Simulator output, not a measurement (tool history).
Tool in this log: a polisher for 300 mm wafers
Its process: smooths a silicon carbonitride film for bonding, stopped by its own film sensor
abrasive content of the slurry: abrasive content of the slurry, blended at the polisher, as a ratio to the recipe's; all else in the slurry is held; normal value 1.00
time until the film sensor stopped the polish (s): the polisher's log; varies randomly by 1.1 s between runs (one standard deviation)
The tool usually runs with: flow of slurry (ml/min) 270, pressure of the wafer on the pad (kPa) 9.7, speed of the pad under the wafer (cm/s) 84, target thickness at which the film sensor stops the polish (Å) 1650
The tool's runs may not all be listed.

run,hour,flow of slurry (ml/min),pressure of the wafer on the pad (kPa),speed of the pad under the wafer (cm/s),abrasive content of the slurry,target thickness at which the film sensor stops the polish (Å),wafers since the last listed run,wafers polished on this pad,hours since the slurry nozzle was cleaned,hours since the head pressure was calibrated,hours since the slurry blender was calibrated,"incoming thickness of the incoming film, nm",time until the film sensor stopped the polish (s)
1,0.0,270,9.7,84,1.00,1650,0,316,248.5,47.4,387.4,182.8,133.3
# hour 2.7: slurry blender recalibrated
2,59.5,270,9.7,84,1.00,1650,310,626,308.0,106.9,56.8,182.4,115.4
3,114.8,270,9.7,84,1.00,1650,298,924,363.3,162.2,112.1,179.8,102.1
# hour 125.5: slurry nozzle cleaned
4,172.1,270,9.7,84,1.00,1650,303,1228,46.6,219.5,169.4,178.6,95.4
5,208.5,270,9.7,84,1.00,1650,196,1424,83.0,255.9,205.8,180.3,111.1
6,246.7,270,9.7,84,1.00,1650,206,1630,121.2,294.1,244.0,177.6,93.4
# hour 260.5: worn pad replaced by a new one
# hour 296.4: slurry blender recalibrated
# hour 445.7: slurry nozzle cleaned
7,452.7,270,9.7,84,1.00,1650,1073,1020,7.0,500.1,156.3,179.3,101.8
8,498.2,270,9.7,84,1.00,1650,245,1266,52.5,545.6,201.8,178.4,96.2
9,527.9,270,9.7,84,1.00,1650,160,1426,82.2,575.3,231.5,179.1,103.5
# hour 551.5: worn pad replaced by a new one
10,566.7,270,9.7,84,1.00,1650,187,82,121.0,614.1,270.3,177.7,87.7
# hour 594.9: slurry blender recalibrated
11,611.7,270,9.7,84,1.00,1650,231,314,166.0,659.1,16.8,180.9,102.2
12,635.8,270,9.7,84,1.00,1650,130,444,190.1,683.2,40.9,182.7,117.7
13,703.1,270,6.9,84,1.00,1650,363,807,257.4,750.5,108.2,179.5,138.3
14,772.4,270,9.7,84,1.00,1630,373,1181,326.7,819.8,177.5,179.7,117.9
15,815.2,270,6.9,84,1.00,1650,230,1411,369.5,862.6,220.3,181.4,162.8
# hour 826.6: slurry nozzle cleaned
16,866.0,270,9.7,84,1.25,1610,268,1680,39.4,913.4,271.1,183.9,151.0
17,895.9,270,9.7,84,1.00,1650,161,1841,69.3,943.3,301.0,181.2,122.1
# hour 913.9: worn pad replaced by a new one
18,926.0,270,9.7,84,1.00,1650,140,65,99.4,973.4,331.1,179.1,97.6
# hour 956.5: slurry blender recalibrated
19,963.4,270,9.7,84,0.80,1620,190,256,136.8,1010.8,6.9,182.8,147.4
20,1020.4,270,9.7,72,1.00,1650,307,563,193.8,1067.8,63.9,183.7,140.3
# hour 1063.9: head pressure recalibrated
21,1075.5,270,9.7,84,1.00,1650,286,850,248.9,11.6,119.0,177.6,86.8
22,1127.0,270,8.3,84,1.00,1650,277,1128,300.4,63.1,170.5,181.0,132.0
23,1174.9,270,11.7,66,0.70,1620,258,1386,348.3,111.0,218.4,182.0,183.0
# hour 1181.4: slurry nozzle cleaned
24,1229.7,300,9.0,100,1.00,1670,290,1676,48.3,165.8,273.2,179.5,88.5
25,1277.0,195,9.7,84,0.90,1650,255,1931,95.6,213.1,320.5,178.0,109.0
# hour 1295.7: worn pad replaced by a new one
26,1337.3,270,9.7,84,1.00,1650,303,224,155.9,273.4,380.8,181.8,123.8
# hour 1347.1: slurry blender recalibrated
27,1383.0,270,9.7,84,1.00,1650,235,460,201.6,319.1,35.9,181.5,111.9
28,1418.4,270,11.0,84,1.00,1650,190,651,237.0,354.5,71.3,181.0,95.9
29,1450.8,270,9.7,64,1.10,1690,174,826,269.4,386.9,103.7,179.5,86.2

Here are 5 independent what-if runs from the current tool condition. What would each one return?
A,1451.3,270,9.7,84,0.90,1650,2,828,269.9,387.4,104.2,178.9,?
B,1451.3,270,9.7,58,1.00,1650,2,828,269.9,387.4,104.2,178.9,?
C,1451.3,270,9.7,84,0.75,1670,2,828,269.9,387.4,104.2,178.9,?
D,1451.3,335,9.7,84,1.00,1650,2,828,269.9,387.4,104.2,178.9,?
E,1451.3,225,9.7,110,1.00,1610,2,828,269.9,387.4,104.2,178.9,?

run,time until the film sensor stopped the polish (s)
A,102.7
B,128.1
C,98.0
D,95.2
E,103.6
Had the tool no hidden state, the same runs would have come out as:
run,time until the film sensor stopped the polish (s)
A,88.2
B,110.3
C,83.6
D,82.0
E,89.2

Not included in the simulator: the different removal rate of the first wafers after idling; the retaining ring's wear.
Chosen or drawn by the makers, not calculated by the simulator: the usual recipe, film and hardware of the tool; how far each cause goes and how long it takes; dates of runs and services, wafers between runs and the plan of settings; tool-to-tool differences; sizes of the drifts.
